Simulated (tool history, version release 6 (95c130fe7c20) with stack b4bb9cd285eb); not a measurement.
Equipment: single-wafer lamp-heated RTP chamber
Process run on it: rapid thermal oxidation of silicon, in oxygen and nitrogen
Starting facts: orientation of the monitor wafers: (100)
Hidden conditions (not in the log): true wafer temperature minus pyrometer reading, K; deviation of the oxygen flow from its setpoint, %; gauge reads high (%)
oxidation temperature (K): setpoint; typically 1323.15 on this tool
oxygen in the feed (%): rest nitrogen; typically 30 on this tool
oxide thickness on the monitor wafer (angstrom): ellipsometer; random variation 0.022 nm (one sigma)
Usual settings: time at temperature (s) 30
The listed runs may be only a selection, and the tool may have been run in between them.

run,day,oxidation temperature (K),time at temperature (s),oxygen in the feed (%),wafers since the last listed run,wafers since the last pyrometer calibration,hours since the oxygen flow controller was replaced,hours since the gauge calibration,"read-back reference wafer on the same gauge, thickness",oxide thickness on the monitor wafer (angstrom)
1,0.000,1323.15,30,30,0,5865,1822.0,535.2,4.192,45.01
2,0.342,1323.15,30,30,83,5948,1830.2,543.4,4.188,45.54
3,1.042,1323.15,30,17,170,6118,1847.0,560.2,4.193,38.67
4,1.346,1323.15,30,17,74,6192,1854.3,567.5,4.188,38.19
5,1.738,1323.15,30,17,95,6288,1863.7,576.9,4.195,38.28
6,2.021,1323.15,35,30,68,6357,1870.5,583.7,4.194,48.73
7,2.317,1323.15,35,30,72,6429,1877.6,590.8,4.186,48.59
8,2.583,1323.15,30,30,64,6493,1884.0,597.2,4.189,45.59
# day 2.942: oxygen flow controller replaced
9,3.017,1323.15,30,30,24,6518,1.8,607.6,4.190,45.31
# day 3.188: gauge calibrated
10,3.392,1323.15,30,30,91,6609,10.8,4.9,4.190,45.95
# day 3.825: pyrometer window cleaned and pyrometer calibrated
11,3.846,1323.15,30,30,29,4,21.7,15.8,4.192,47.13
12,4.088,1323.15,30,30,58,63,27.5,21.6,4.189,47.16
13,4.750,1346.15,34,30,161,224,43.4,37.5,4.191,57.50
14,5.146,1348.15,35,17,96,321,52.9,47.0,4.189,48.71
15,5.608,1323.15,30,40,112,433,64.0,58.1,4.187,52.36
16,6.296,1323.15,35,30,167,601,80.5,74.6,4.194,50.72
17,6.921,1323.15,30,30,152,753,95.5,89.6,4.193,47.64
18,7.525,1340.15,15,19,147,900,110.0,104.1,4.194,35.01
19,8.129,1323.15,30,30,147,1047,124.5,118.6,4.189,47.54
# day 8.867: pyrometer window cleaned and pyrometer calibrated, repeated, since the last time left the tool worse
20,8.888,1323.15,30,30,103,5,142.7,136.8,4.192,43.83
21,9.200,1351.15,30,30,76,81,150.2,144.3,4.192,52.74
22,9.908,1296.15,30,30,172,253,167.2,161.3,4.191,37.45
23,10.650,1346.15,30,30,180,434,185.0,179.1,4.189,50.73
24,11.021,1305.15,30,17,90,524,193.9,188.0,4.194,33.21
25,11.300,1349.15,34,30,67,592,200.6,194.7,4.183,53.86
26,11.850,1299.15,30,30,133,726,213.8,207.9,4.190,37.41
27,12.342,1323.15,30,59,119,845,225.6,219.7,4.185,54.04
28,13.058,1348.15,35,17,174,1020,242.8,236.9,4.186,44.96
29,13.712,1346.15,30,20,159,1179,258.5,252.6,4.191,44.15
30,14.446,1323.15,30,48,178,1358,276.1,270.2,4.191,51.32
31,14.750,1339.15,30,17,74,1432,283.4,277.5,4.191,40.36
32,15.412,1314.15,22,30,161,1593,299.3,293.4,4.190,36.98
33,15.746,1334.15,30,30,81,1674,307.3,301.4,4.191,47.10
34,16.712,1323.15,18,30,235,1909,330.5,324.6,4.191,36.34
35,17.396,1311.15,44,49,166,2076,346.9,341.0,4.188,56.24
36,17.862,1310.15,24,17,113,2189,358.1,352.2,4.188,32.00
37,18.600,1349.15,41,60,179,2369,375.8,369.9,4.193,75.26

Hidden state at the last listed run before each entry between runs and at the first one after, where it differs:
Run 8 -> run 9: oxygen flow controller replaced (day 2.942)
  true wafer temperature minus pyrometer reading, K: 7.1 -> 7.31
  measured less the result without the state, oxide thickness on the monitor wafer (angstrom): +1.97 -> +2.02
Run 9 -> run 10: gauge calibrated (day 3.188)
  true wafer temperature minus pyrometer reading, K: 7.31 -> 7.49
  measured less the result without the state, oxide thickness on the monitor wafer (angstrom): +2.02 -> +2.09
Run 10 -> run 11: pyrometer window cleaned and pyrometer calibrated (day 3.825)
  true wafer temperature minus pyrometer reading, K: 7.49 -> 12.8
  measured less the result without the state, oxide thickness on the monitor wafer (angstrom): +2.09 -> +3.62
Run 19 -> run 20: pyrometer window cleaned and pyrometer calibrated, repeated, since the last time left the tool worse (day 8.867)
  true wafer temperature minus pyrometer reading, K: 12.9 -> 0.0724
  measured less the result without the state, oxide thickness on the monitor wafer (angstrom): +3.70 -> +0.02
